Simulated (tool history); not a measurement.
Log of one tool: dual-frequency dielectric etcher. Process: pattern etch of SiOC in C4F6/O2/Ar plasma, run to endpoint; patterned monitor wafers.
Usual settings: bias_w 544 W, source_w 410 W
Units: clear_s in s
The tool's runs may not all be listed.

| run | hour | bias_w | source_w | incoming incoming film thickness, nm | clear_s |
|---|---|---|---|---|---|
| 1 | 0 | 544 | 470 | 28.49 | 9 |
| 2 | 9.1 | 470 | 410 | 28.65 | 10.1 |
| 3 | 20.9 | 544 | 410 | 28.52 | 9.4 |
| 4 | 35.5 | 487 | 410 | 28.33 | 9.8 |
| 5 | 44.5 | 487 | 410 | 28.66 | 10 |
| 6 | 62 | 614 | 380 | 28.61 | 9 |
| 7 | 110.6 | 614 | 380 | 28.71 | 8.9 |
| 8 | 127.8 | 544 | 410 | 28.61 | 9.4 |
| 9 | 154.8 | 544 | 410 | 28.93 | 9.6 |
| 10 | 159 | 544 | 410 | 28.61 | 9.6 |
| 11 | 174.3 | 544 | 410 | 28.83 | 9.6 |
| 12 | 187.2 | 544 | 410 | 28.56 | 9.5 |
| 13 | 198.1 | 436 | 410 | 28.52 | 10.8 |
| 14 | 213.3 | 544 | 410 | 28.24 | 9.4 |
| 15 | 225.1 | 544 | 450 | 28.41 | 9.3 |
| 16 | 240.7 | 544 | 410 | 28.48 | 9.5 |
| 17 | 250.2 | 544 | 410 | 28.69 | 9.5 |
| 18 | 281.2 | 544 | 410 | 28.71 | 9.3 |
| 19 | 281.6 | 414 | 490 | 28.92 | 10.5 |
| 20 | 284.8 | 638 | 470 | 28.29 | 8 |
| 21 | 299.1 | 544 | 410 | 28.31 | 9.1 |
| 22 | 314.9 | 578 | 410 | 28.77 | 9 |
| 23 | 361.9 | 641 | 380 | 28.37 | 8.7 |
| 24 | 372.5 | 639 | 320 | 28.52 | 9 |
| 25 | 385.9 | 585 | 500 | 28.71 | 8.7 |
| 26 | 395.4 | 619 | 350 | 28.36 | 8.9 |
| 27 | 406.1 | 544 | 410 | 28.36 | 9.3 |
| 28 | 416.5 | 544 | 370 | 28.73 | 9.8 |
| 29 | 431.6 | 435 | 450 | 28.55 | 10.5 |
| 30 | 445.6 | 544 | 350 | 28.74 | 9.9 |
| 31 | 456.1 | 544 | 410 | 28.73 | 9.6 |
| 32 | 470.3 | 544 | 320 | 28.49 | 10 |
| 33 | 482.1 | 420 | 440 | 28.6 | 10.8 |
| 34 | 490.2 | 418 | 350 | 28.78 | 11.4 |

Not shown: 4 entries that the log had between the listed runs. Between which runs, and how does the tool's hidden state differ before and after?
Between runs 8 and 9: upper electrode replaced (hour 154.3)
  etch rate over this chamber's usual, %: -2.32 -> -2.61
  measured less the result without the state, clear_s: +0.2 -> +0.2 s
Between runs 17 and 18: wet clean of the chamber (hour 280.7)
  etch rate over this chamber's usual, %: -3.65 -> -0.606
  measured less the result without the state, clear_s: +0.3 -> +0.1 s
Between runs 22 and 23: bias power generator calibrated (hour 332.8); source power generator calibrated (hour 339.7)
  etch rate over this chamber's usual, %: -0.971 -> -1.48
  measured less the result without the state, clear_s: +0 -> +0.2 s
